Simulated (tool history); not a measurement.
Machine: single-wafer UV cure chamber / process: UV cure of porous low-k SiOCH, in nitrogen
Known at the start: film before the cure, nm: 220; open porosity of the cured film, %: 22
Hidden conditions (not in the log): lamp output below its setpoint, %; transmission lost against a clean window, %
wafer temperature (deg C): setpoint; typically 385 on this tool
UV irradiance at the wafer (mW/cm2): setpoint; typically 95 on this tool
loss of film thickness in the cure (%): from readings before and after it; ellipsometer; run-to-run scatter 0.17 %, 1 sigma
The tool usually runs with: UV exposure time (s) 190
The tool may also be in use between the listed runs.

| run | day | wafer temperature (deg C) | UV exposure time (s) | UV irradiance at the wafer (mW/cm2) | wafers since the last listed run | hours since the UV bulbs were replaced | wafers since the quartz window was cleaned | loss of film thickness in the cure (%) |
|---|---|---|---|---|---|---|---|---|
| 1 | 0.000 | 385 | 190 | 95 | 0 | 440.3 | 1833 | 10.829 |
| 2 | 2.667 | 385 | 190 | 118 | 358 | 504.3 | 2192 | 11.701 |
| 3 | 3.683 | 385 | 240 | 65 | 136 | 528.7 | 2328 | 9.981 |
| 4 | 4.950 | 385 | 190 | 95 | 170 | 559.1 | 2499 | 10.453 |
|  | 5.362 | quartz window cleaned |
| 5 | 6.796 | 385 | 245 | 95 | 203 | 603.4 | 192 | 12.421 |
| 6 | 9.354 | 385 | 245 | 95 | 344 | 664.8 | 536 | 12.303 |
| 7 | 10.862 | 385 | 190 | 66 | 202 | 701.0 | 739 | 9.459 |
| 8 | 12.533 | 385 | 190 | 66 | 224 | 741.1 | 964 | 9.479 |
| 9 | 13.746 | 385 | 190 | 95 | 163 | 770.2 | 1127 | 11.285 |
| 10 | 16.096 | 385 | 190 | 95 | 316 | 826.6 | 1443 | 11.104 |
| 11 | 18.971 | 385 | 190 | 95 | 386 | 895.6 | 1830 | 11.156 |
| 12 | 21.083 | 379 | 190 | 69 | 284 | 946.3 | 2114 | 9.313 |
| 13 | 22.467 | 379 | 190 | 69 | 186 | 979.5 | 2300 | 9.106 |
|  | 25.729 | quartz window cleaned |
| 14 | 30.367 | 385 | 190 | 95 | 1017 | 1169.1 | 623 | 11.073 |
| 15 | 31.992 | 385 | 190 | 95 | 218 | 1208.1 | 842 | 11.079 |
|  | 33.112 | UV bulbs replaced |
| 16 | 39.296 | 376 | 190 | 95 | 937 | 148.4 | 1780 | 10.263 |
| 17 | 42.096 | 376 | 190 | 95 | 376 | 215.6 | 2156 | 10.576 |
| 18 | 43.962 | 376 | 190 | 95 | 251 | 260.4 | 2407 | 10.235 |
|  | 44.442 | quartz window cleaned |
| 19 | 45.712 | 385 | 215 | 95 | 190 | 302.4 | 171 | 12.082 |
| 20 | 47.754 | 385 | 215 | 95 | 274 | 351.4 | 445 | 11.516 |
| 21 | 49.796 | 385 | 190 | 95 | 274 | 400.4 | 720 | 11.217 |
| 22 | 51.192 | 385 | 190 | 95 | 187 | 433.9 | 908 | 10.937 |
| 23 | 52.408 | 385 | 190 | 95 | 163 | 463.1 | 1071 | 10.864 |
| 24 | 55.204 | 385 | 190 | 95 | 376 | 530.2 | 1447 | 10.873 |
| 25 | 57.700 | 399 | 160 | 108 | 335 | 590.1 | 1783 | 10.916 |
| 26 | 60.667 | 380 | 85 | 63 | 399 | 661.3 | 2182 | 5.682 |
| 27 | 63.121 | 385 | 190 | 77 | 330 | 720.2 | 2512 | 9.604 |
| 28 | 64.133 | 391 | 100 | 95 | 136 | 744.5 | 2649 | 7.754 |
| 29 | 65.846 | 372 | 120 | 95 | 230 | 785.6 | 2879 | 8.031 |
|  | 67.075 | quartz window cleaned |
| 30 | 68.292 | 385 | 230 | 114 | 284 | 844.3 | 163 | 12.969 |
| 31 | 71.179 | 397 | 125 | 77 | 388 | 913.6 | 552 | 8.907 |
| 32 | 73.458 | 385 | 190 | 95 | 306 | 968.3 | 858 | 10.938 |
| 33 | 75.125 | 379 | 190 | 107 | 224 | 1008.3 | 1083 | 11.428 |
| 34 | 76.933 | 395 | 300 | 60 | 243 | 1051.7 | 1326 | 11.582 |
| 35 | 78.200 | 374 | 190 | 110 | 170 | 1082.1 | 1496 | 11.612 |
| 36 | 79.842 | 370 | 95 | 68 | 220 | 1121.5 | 1717 | 6.475 |
| 37 | 81.008 | 379 | 190 | 69 | 156 | 1149.5 | 1874 | 9.116 |
| 38 | 82.317 | 385 | 190 | 95 | 175 | 1180.9 | 2050 | 10.751 |
| 39 | 85.079 | 385 | 220 | 95 | 371 | 1247.2 | 2422 | 11.314 |
|  | 87.312 | UV bulbs replaced |
|  | 87.446 | quartz window cleaned |
| 40 | 87.467 | 405 | 275 | 116 | 258 | 3.7 | 2 | 14.393 |
| 41 | 89.504 | 400 | 270 | 81 | 274 | 52.6 | 276 | 12.746 |
| 42 | 92.400 | 385 | 100 | 73 | 389 | 122.1 | 666 | 7.390 |
| 43 | 93.525 | 366 | 155 | 95 | 151 | 149.1 | 817 | 10.264 |
| 44 | 95.938 | 380 | 95 | 71 | 324 | 207.0 | 1142 | 6.734 |
| 45 | 97.738 | 378 | 190 | 95 | 242 | 250.2 | 1384 | 11.237 |
| 46 | 99.850 | 385 | 190 | 95 | 284 | 300.9 | 1668 | 10.772 |
| 47 | 101.167 | 391 | 100 | 95 | 177 | 332.5 | 1845 | 8.127 |
| 48 | 103.529 | 400 | 265 | 135 | 317 | 389.2 | 2163 | 14.006 |

Results per run with the tool's hidden condition removed, run-to-run variation unchanged:
| run | loss of film thickness in the cure (%) |
|---|---|
| 1 | 11.247 |
| 2 | 12.326 |
| 3 | 10.664 |
| 4 | 11.254 |
| 5 | 12.512 |
| 6 | 12.424 |
| 7 | 9.602 |
| 8 | 9.669 |
| 9 | 11.529 |
| 10 | 11.450 |
| 11 | 11.677 |
| 12 | 9.955 |
| 13 | 9.850 |
| 14 | 11.252 |
| 15 | 11.299 |
| 16 | 10.798 |
| 17 | 11.345 |
| 18 | 11.154 |
| 19 | 12.105 |
| 20 | 11.558 |
| 21 | 11.297 |
| 22 | 11.051 |
| 23 | 11.017 |
| 24 | 11.143 |
| 25 | 11.326 |
| 26 | 6.213 |
| 27 | 10.421 |
| 28 | 8.631 |
| 29 | 9.095 |
| 30 | 12.991 |
| 31 | 8.960 |
| 32 | 11.043 |
| 33 | 11.587 |
| 34 | 11.822 |
| 35 | 11.911 |
| 36 | 6.817 |
| 37 | 9.544 |
| 38 | 11.294 |
| 39 | 12.102 |
| 40 | 14.433 |
| 41 | 12.794 |
| 42 | 7.473 |
| 43 | 10.381 |
| 44 | 6.906 |
| 45 | 11.515 |
| 46 | 11.147 |
| 47 | 8.558 |
| 48 | 14.673 |
